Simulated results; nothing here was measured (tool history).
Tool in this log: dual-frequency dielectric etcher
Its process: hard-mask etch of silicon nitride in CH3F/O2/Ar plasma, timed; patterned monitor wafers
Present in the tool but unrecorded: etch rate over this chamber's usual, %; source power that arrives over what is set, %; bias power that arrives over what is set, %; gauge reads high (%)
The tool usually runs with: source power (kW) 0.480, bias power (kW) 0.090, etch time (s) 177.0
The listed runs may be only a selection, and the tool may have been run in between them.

run,hour,source power (kW),bias power (kW),etch time (s),wafers since the last listed run,hours since the last wet clean,hours since the last source power generator calibration,hours since the last bias power generator calibration,hours since the last upper electrode change,hours since the gauge calibration,"read-back reference wafer on the same gauge, depth_nm",mean etch depth across the wafer (Å)
1,0.0,0.480,0.090,177.0,0,311.9,1447.7,3259.9,4859.1,36.6,156.0,1455
2,34.1,0.480,0.090,177.0,307,346.0,1481.8,3294.0,4893.2,70.7,156.4,1458
# hour 95.4: wet clean of the chamber
3,100.6,0.480,0.080,177.0,383,5.2,1548.3,3360.5,4959.7,137.2,156.3,1402
4,145.9,0.480,0.090,177.0,409,50.5,1593.6,3405.8,5005.0,182.5,155.9,1442
5,216.9,0.480,0.090,177.0,641,121.5,1664.6,3476.8,5076.0,253.5,155.8,1440
6,287.1,0.480,0.090,177.0,634,191.7,1734.8,3547.0,5146.2,323.7,156.0,1443
7,311.5,0.480,0.090,177.0,220,216.1,1759.2,3571.4,5170.6,348.1,155.9,1444
8,370.4,0.480,0.090,177.0,531,275.0,1818.1,3630.3,5229.5,407.0,156.0,1445
# hour 421.1: bias power generator calibrated
9,435.1,0.480,0.090,177.0,548,339.7,1882.8,14.0,5294.2,471.7,155.9,1438
10,473.4,0.410,0.090,177.0,345,378.0,1921.1,52.3,5332.5,510.0,156.0,1329
# hour 504.0: wet clean of the chamber
11,544.8,0.480,0.090,177.0,428,40.8,1992.5,123.7,5403.9,581.4,155.9,1429
12,596.7,0.480,0.090,177.0,468,92.7,2044.4,175.6,5455.8,633.3,156.2,1438
13,647.4,0.510,0.090,177.0,457,143.4,2095.1,226.3,5506.5,684.0,156.0,1478
# hour 702.2: source power generator calibrated
14,710.3,0.480,0.090,140.0,531,206.3,8.1,289.2,5569.4,746.9,155.7,1150
# hour 758.8: gauge calibrated
15,780.6,0.480,0.090,177.0,634,276.6,78.4,359.5,5639.7,21.8,156.0,1464
16,813.7,0.480,0.090,177.0,298,309.7,111.5,392.6,5672.8,54.9,156.2,1457
# hour 904.9: wet clean of the chamber
17,905.4,0.480,0.090,177.0,611,0.5,203.2,484.3,5764.5,146.6,156.3,1457
18,935.5,0.420,0.090,177.0,271,30.6,233.3,514.4,5794.6,176.7,155.8,1364
# hour 972.8: upper electrode replaced
19,1006.9,0.480,0.072,177.0,428,102.0,304.7,585.8,34.1,248.1,156.0,1349
20,1058.9,0.480,0.090,177.0,469,154.0,356.7,637.8,86.1,300.1,155.9,1446
21,1100.6,0.390,0.090,200.5,376,195.7,398.4,679.5,127.8,341.8,156.0,1478
22,1155.8,0.530,0.099,207.5,498,250.9,453.6,734.7,183.0,397.0,155.7,1851
23,1213.0,0.540,0.090,177.0,516,308.1,510.8,791.9,240.2,454.2,156.2,1542
# hour 1264.9: wet clean of the chamber
24,1265.4,0.550,0.090,223.0,256,0.5,563.2,844.3,292.6,506.6,156.0,1958
25,1297.9,0.480,0.090,133.5,293,33.0,595.7,876.8,325.1,539.1,156.0,1103
26,1360.3,0.480,0.090,177.0,563,95.4,658.1,939.2,387.5,601.5,155.8,1450

Each row is a separate what-if for the run after 26, all from the same tool condition, not one after another. Results?
A,1360.8,0.480,0.098,177.0,4,95.9,658.6,939.7,388.0,602.0,?,?
B,1360.8,0.400,0.106,177.0,4,95.9,658.6,939.7,388.0,602.0,?,?
C,1360.8,0.480,0.107,209.0,4,95.9,658.6,939.7,388.0,602.0,?,?
D,1360.8,0.480,0.090,229.0,4,95.9,658.6,939.7,388.0,602.0,?,?
E,1360.8,0.480,0.096,222.5,4,95.9,658.6,939.7,388.0,602.0,?,?

run,"read-back reference wafer on the same gauge, depth_nm",mean etch depth across the wafer (Å)
A,156.0,1498
B,156.0,1407
C,156.0,1825
D,156.0,1880
E,156.0,1869
With the hidden condition removed and each run's random variation left untouched, the same runs would have given:
run,mean etch depth across the wafer (Å)
A,1502
B,1411
C,1831
D,1886
E,1874

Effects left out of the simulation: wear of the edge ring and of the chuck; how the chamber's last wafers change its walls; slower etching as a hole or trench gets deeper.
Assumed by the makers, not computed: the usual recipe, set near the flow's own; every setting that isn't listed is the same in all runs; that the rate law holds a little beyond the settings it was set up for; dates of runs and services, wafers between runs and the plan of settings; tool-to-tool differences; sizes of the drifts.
